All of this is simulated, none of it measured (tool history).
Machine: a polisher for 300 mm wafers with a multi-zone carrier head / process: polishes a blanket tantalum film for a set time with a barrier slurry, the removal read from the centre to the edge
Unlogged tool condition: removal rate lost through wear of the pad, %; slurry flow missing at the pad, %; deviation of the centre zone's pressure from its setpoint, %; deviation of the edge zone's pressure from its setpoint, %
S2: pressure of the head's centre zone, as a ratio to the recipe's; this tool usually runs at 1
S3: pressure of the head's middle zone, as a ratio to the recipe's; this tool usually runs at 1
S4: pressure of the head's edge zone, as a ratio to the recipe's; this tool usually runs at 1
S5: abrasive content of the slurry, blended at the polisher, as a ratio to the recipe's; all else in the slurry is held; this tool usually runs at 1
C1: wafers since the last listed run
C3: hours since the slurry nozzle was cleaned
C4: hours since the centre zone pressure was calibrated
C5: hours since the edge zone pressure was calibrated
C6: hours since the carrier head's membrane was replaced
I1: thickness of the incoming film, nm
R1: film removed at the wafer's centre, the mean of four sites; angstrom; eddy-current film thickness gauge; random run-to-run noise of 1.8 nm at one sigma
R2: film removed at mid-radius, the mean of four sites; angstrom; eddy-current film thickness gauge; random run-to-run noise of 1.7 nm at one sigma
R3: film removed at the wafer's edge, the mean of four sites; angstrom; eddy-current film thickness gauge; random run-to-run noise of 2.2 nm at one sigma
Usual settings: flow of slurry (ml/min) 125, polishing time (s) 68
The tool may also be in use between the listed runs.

run 1 day=0 | flow_of_slurry_(ml/min)=125 S2=1 S3=1 S4=1 S5=1 polishing_time_(s)=88 | C1=0 wafers_polished_on_this_pad=3021 C3=110.4 C4=976.8 C5=1367.6 C6=183.2 | I1=403.9 | R1=1990 R2=2141 R3=2196
run 2 day=2.742 | flow_of_slurry_(ml/min)=125 S2=1 S3=0.95 S4=1.09 S5=1 polishing_time_(s)=68 | C1=786 wafers_polished_on_this_pad=3807 C3=176.2 C4=1042.6 C5=1433.4 C6=249 | I1=405.7 | R1=1500 R2=1614 R3=1779
run 3 day=4.204 | flow_of_slurry_(ml/min)=90 S2=1 S3=1 S4=0.89 S5=1 polishing_time_(s)=68 | C1=419 wafers_polished_on_this_pad=4227 C3=211.3 C4=1077.7 C5=1468.5 C6=284.1 | I1=416.3 | R1=1346 R2=1517 R3=1499
run 4 day=5.838 | flow_of_slurry_(ml/min)=125 S2=1 S3=1 S4=1 S5=1 polishing_time_(s)=68 | C1=468 wafers_polished_on_this_pad=4695 C3=250.5 C4=1116.9 C5=1507.7 C6=323.3 | I1=411.1 | R1=1487 R2=1677 R3=1701
-- day=6.162 edge zone pressure recalibrated
run 5 day=8.267 | flow_of_slurry_(ml/min)=160 S2=1 S3=0.92 S4=1.11 S5=1 polishing_time_(s)=68 | C1=672 wafers_polished_on_this_pad=5368 C3=308.8 C4=1175.2 C5=50.5 C6=381.6 | I1=407.2 | R1=1561 R2=1675 R3=1877
-- day=8.629 worn pad replaced by a new one
run 6 day=9.804 | flow_of_slurry_(ml/min)=110 S2=1.07 S3=1 S4=1 S5=1 polishing_time_(s)=68 | C1=393 wafers_polished_on_this_pad=337 C3=345.7 C4=1212.1 C5=87.4 C6=418.5 | I1=405.6 | R1=1513 R2=1604 R3=1659
run 7 day=12.471 | flow_of_slurry_(ml/min)=125 S2=1 S3=1 S4=1 S5=1 polishing_time_(s)=68 | C1=764 wafers_polished_on_this_pad=1101 C3=409.7 C4=1276.1 C5=151.4 C6=482.5 | I1=406.2 | R1=1470 R2=1667 R3=1729
-- day=14.462 slurry nozzle cleaned
run 8 day=14.508 | flow_of_slurry_(ml/min)=125 S2=1 S3=1 S4=1 S5=1 polishing_time_(s)=77 | C1=572 wafers_polished_on_this_pad=1674 C3=1.1 C4=1325 C5=200.3 C6=531.4 | I1=414.4 | R1=1632 R2=1885 R3=1875
-- day=15.4 centre zone pressure recalibrated
run 9 day=17.471 | flow_of_slurry_(ml/min)=125 S2=1.09 S3=1.08 S4=1 S5=0.9 polishing_time_(s)=68 | C1=825 wafers_polished_on_this_pad=2499 C3=72.2 C4=49.7 C5=271.4 C6=602.5 | I1=413.2 | R1=1762 R2=1704 R3=1635
run 10 day=19.45 | flow_of_slurry_(ml/min)=125 S2=1 S3=0.89 S4=1 S5=1.2 polishing_time_(s)=68 | C1=567 wafers_polished_on_this_pad=3067 C3=119.7 C4=97.2 C5=318.9 C6=650 | I1=405.5 | R1=1748 R2=1587 R3=1787
run 11 day=21.383 | flow_of_slurry_(ml/min)=125 S2=0.9 S3=1 S4=1 S5=1.1 polishing_time_(s)=68 | C1=554 wafers_polished_on_this_pad=3621 C3=166.1 C4=143.6 C5=365.3 C6=696.4 | I1=407.5 | R1=1584 R2=1718 R3=1772
-- day=23.979 carrier head's membrane replaced by a new one
run 12 day=24.179 | flow_of_slurry_(ml/min)=125 S2=1 S3=0.95 S4=1.08 S5=1 polishing_time_(s)=68 | C1=742 wafers_polished_on_this_pad=4364 C3=233.2 C4=210.7 C5=432.4 C6=4.8 | I1=415.6 | R1=1649 R2=1624 R3=1751

Run 13 comes next. What will it give?
-- day=26.004 worn pad replaced by a new one
run 13 day=26.617 | flow_of_slurry_(ml/min)=125 S2=1 S3=1 S4=1 S5=1 polishing_time_(s)=68 | C1=651 wafers_polished_on_this_pad=175 C3=291.7 C4=269.2 C5=490.9 C6=63.3 | I1=413.1 | R1=? R2=? R3=?

{"run 13": {"R1": 1697, "R2": 1673, "R3": 1710}}
The same run, on a tool lacking any hidden state, would have yielded R1 1712 angstrom, R2 1672 angstrom, R3 1710 angstrom.
